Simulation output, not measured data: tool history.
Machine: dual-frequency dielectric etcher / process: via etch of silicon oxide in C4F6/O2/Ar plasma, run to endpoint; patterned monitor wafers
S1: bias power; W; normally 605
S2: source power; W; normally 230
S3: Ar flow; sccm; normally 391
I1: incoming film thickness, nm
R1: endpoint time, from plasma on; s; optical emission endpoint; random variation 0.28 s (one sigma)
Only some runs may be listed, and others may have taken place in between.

run   hour   S1   S2   S3     I1    R1
  1    0.0  605  230  391  127.0  32.5
  2   34.8  605  230  391  128.2  33.1
  3   50.4  605  230  337  127.3  31.9
  4   77.8  605  230  337  126.7  31.7
  5  109.5  605  230  337  128.3  32.3
     141.6  -- upper electrode replaced
     182.8  -- Ar flow controller replaced
  6  216.0  524  230  391  127.7  34.8
  7  242.5  605  250  470  128.4  33.4
  8  268.0  560  280  420  126.8  32.4
     297.0  -- wet clean of the chamber
  9  297.7  552  290  350  126.1  29.4
 10  322.9  701  230  391  127.3  29.8
 11  358.0  605  230  417  126.8  32.0
 12  441.2  664  270  447  127.0  29.2
 13  471.2  710  200  324  128.0  30.5
     491.7  -- source power generator calibrated
 14  492.5  507  230  357  128.3  34.4
 15  510.0  605  230  337  127.4  30.7
 16  532.4  605  230  391  127.4  32.0
     557.4  -- bias power generator calibrated
 17  563.4  684  230  391  126.6  30.4
 18  577.4  605  180  391  126.2  35.3
 19  591.4  605  230  391  126.8  32.3
 20  624.0  487  190  336  127.1  36.8
 21  659.7  605  230  391  127.7  32.5
 22  693.3  744  280  455  127.6  28.2
 23  713.9  547  290  391  128.1  31.9
 24  736.7  605  260  416  127.8  31.4
 25  767.6  605  230  475  127.4  33.8
 26  786.4  605  250  391  127.8  31.6
 27  815.1  605  230  391  126.8  32.9
 28  879.1  605  230  391  125.9  33.0

Alternative continuations, all from the tool just after run 28; predict every row:
  A  879.5  605  230  391  127.3   ?
  B  879.5  559  170  444  127.3   ?
  C  879.5  605  260  391  127.3   ?
  D  879.5  476  230  391  127.3   ?
  E  879.5  455  190  304  127.3   ?

run    R1
  A  32.5
  B  38.3
  C  31.1
  D  36.0
  E  37.5
With the hidden condition removed and each run's random variation left untouched, the same runs would have given:
run    R1
  A  30.9
  B  36.4
  C  29.5
  D  34.2
  E  35.6
